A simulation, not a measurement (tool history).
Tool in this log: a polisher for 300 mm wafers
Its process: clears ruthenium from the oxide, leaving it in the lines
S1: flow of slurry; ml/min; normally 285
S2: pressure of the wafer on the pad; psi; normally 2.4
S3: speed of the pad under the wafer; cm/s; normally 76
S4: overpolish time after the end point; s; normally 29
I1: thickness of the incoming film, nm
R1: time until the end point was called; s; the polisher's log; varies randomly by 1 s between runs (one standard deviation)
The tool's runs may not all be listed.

Run 1, hour 0.0: usual settings but S4 16 s; I1 75.1. Result: R1 82.1 s.
Run 2, hour 41.2: usual settings but S4 16 s; I1 74.9. Result: R1 83.5 s.
At hour 77.1: worn pad replaced by a new one.
Run 3, hour 77.6: usual settings; I1 74.4. Result: R1 77.2 s.
Run 4, hour 103.1: usual settings; I1 74.7. Result: R1 78.9 s.
Run 5, hour 160.7: usual settings; I1 74.6. Result: R1 80.1 s.
Run 6, hour 219.3: usual settings; I1 74.5. Result: R1 78.9 s.
Run 7, hour 268.7: usual settings; I1 75.3. Result: R1 80.1 s.
Run 8, hour 323.7: usual settings; I1 76.2. Result: R1 82.6 s.
Run 9, hour 386.2: usual settings but S2 3.0 psi, S3 68 cm/s; I1 75.3. Result: R1 75.5 s.
At hour 420.1: slurry nozzle cleaned.
At hour 421.8: worn pad replaced by a new one.
Run 10, hour 428.0: usual settings; I1 76.4. Result: R1 90.4 s.
Run 11, hour 471.6: usual settings; I1 75.1. Result: R1 90.0 s.
Run 12, hour 502.4: usual settings; I1 76.6. Result: R1 92.0 s.
Run 13, hour 550.6: usual settings but S2 2.0 psi; I1 75.1. Result: R1 109.4 s.
Run 14, hour 618.0: usual settings but S1 330 ml/min, S3 64 cm/s; I1 74.4. Result: R1 105.9 s.
Run 15, hour 674.1: usual settings but S1 330 ml/min, S3 64 cm/s; I1 75.7. Result: R1 112.6 s.
At hour 703.0: worn pad replaced by a new one, repeated, since the last time left the tool worse.
At hour 762.2: head pressure recalibrated.
Run 16, hour 780.0: usual settings; I1 74.1. Result: R1 77.6 s.
Run 17, hour 841.5: usual settings but S2 1.9 psi; I1 74.6. Result: R1 99.1 s.
Run 18, hour 910.3: usual settings but S1 320 ml/min, S2 3.1 psi, S3 100 cm/s; I1 74.9. Result: R1 47.4 s.
Run 19, hour 963.8: usual settings but S1 350 ml/min, S2 2.7 psi, S3 54 cm/s, S4 14 s; I1 75.9. Result: R1 101.8 s.
Run 20, hour 1026.9: usual settings but S1 250 ml/min, S2 2.7 psi, S3 98 cm/s, S4 18 s; I1 74.7. Result: R1 57.2 s.
At hour 1041.9: worn pad replaced by a new one.
Run 21, hour 1064.1: usual settings but S1 250 ml/min, S3 102 cm/s, S4 15 s; I1 74.4. Result: R1 59.9 s.
At hour 1166.7: slurry nozzle cleaned.
Run 22, hour 1186.2: usual settings but S1 245 ml/min, S2 1.9 psi; I1 75.2. Result: R1 101.8 s.
Run 23, hour 1225.7: usual settings but S1 250 ml/min, S2 1.8 psi, S3 58 cm/s; I1 76.0. Result: R1 146.3 s.
Run 24, hour 1277.9: usual settings but S2 1.7 psi; I1 74.7. Result: R1 115.9 s.
Run 25, hour 1330.2: usual settings but S1 360 ml/min, S2 1.7 psi, S3 92 cm/s, S4 18 s; I1 76.0. Result: R1 95.0 s.
At hour 1353.8: worn pad replaced by a new one.
Run 26, hour 1378.0: usual settings; I1 75.7. Result: R1 80.4 s.
Run 27, hour 1422.5: usual settings but S1 225 ml/min, S4 37 s; I1 74.6. Result: R1 81.1 s.
At hour 1460.3: head pressure recalibrated.
Run 28, hour 1483.5: usual settings but S1 250 ml/min, S3 102 cm/s, S4 15 s; I1 73.9. Result: R1 60.3 s.
Run 29, hour 1542.0: usual settings but S2 2.0 psi, S3 92 cm/s; I1 74.0. Result: R1 80.1 s.
Run 30, hour 1570.7: usual settings but S2 2.9 psi, S3 60 cm/s, S4 19 s; I1 75.3. Result: R1 86.6 s.
Run 31, hour 1617.3: usual settings but S1 350 ml/min, S2 1.6 psi, S3 86 cm/s; I1 75.6. Result: R1 109.9 s.

For some of the steps in R1 from one run to the next: how much would appear even if the tool had no hidden state, given the settings, what came in and random variation, and how much remains for the hidden state plus any gauge scatter that the measured result and the result without hidden state don't share?
Hidden state at play: removal rate lost through wear of the pad, %; slurry flow missing at the pad, %; deviation of the head's pressure from its setpoint, %.
Run 9 -> 10: S2 3.0 -> 2.4, S3 68 -> 76, slurry nozzle cleaned, worn pad replaced by a new one. R1 +14.9 s: hidden state +6.1, all else +8.8.
Run 15 -> 16: S1 330 -> 285, S3 64 -> 76, worn pad replaced by a new one, repeated, since the last time left the tool worse, head pressure recalibrated. R1 -35.0 s: hidden state -16.4, all else -18.6.
Run 17 -> 18: S1 285 -> 320, S2 1.9 -> 3.1, S3 76 -> 100. R1 -51.7 s: hidden state -0.1, all else -51.6.
Run 18 -> 19: S1 320 -> 350, S2 3.1 -> 2.7, S3 100 -> 54, S4 29 -> 14. R1 +54.4 s: hidden state +2.9, all else +51.5.
Run 19 -> 20: S1 350 -> 250, S3 54 -> 98, S4 14 -> 18. R1 -44.6 s: hidden state -0.7, all else -43.9.
Run 25 -> 26: S1 360 -> 285, S2 1.7 -> 2.4, S3 92 -> 76, S4 18 -> 29, worn pad replaced by a new one. R1 -14.6 s: hidden state -4.0, all else -10.6.
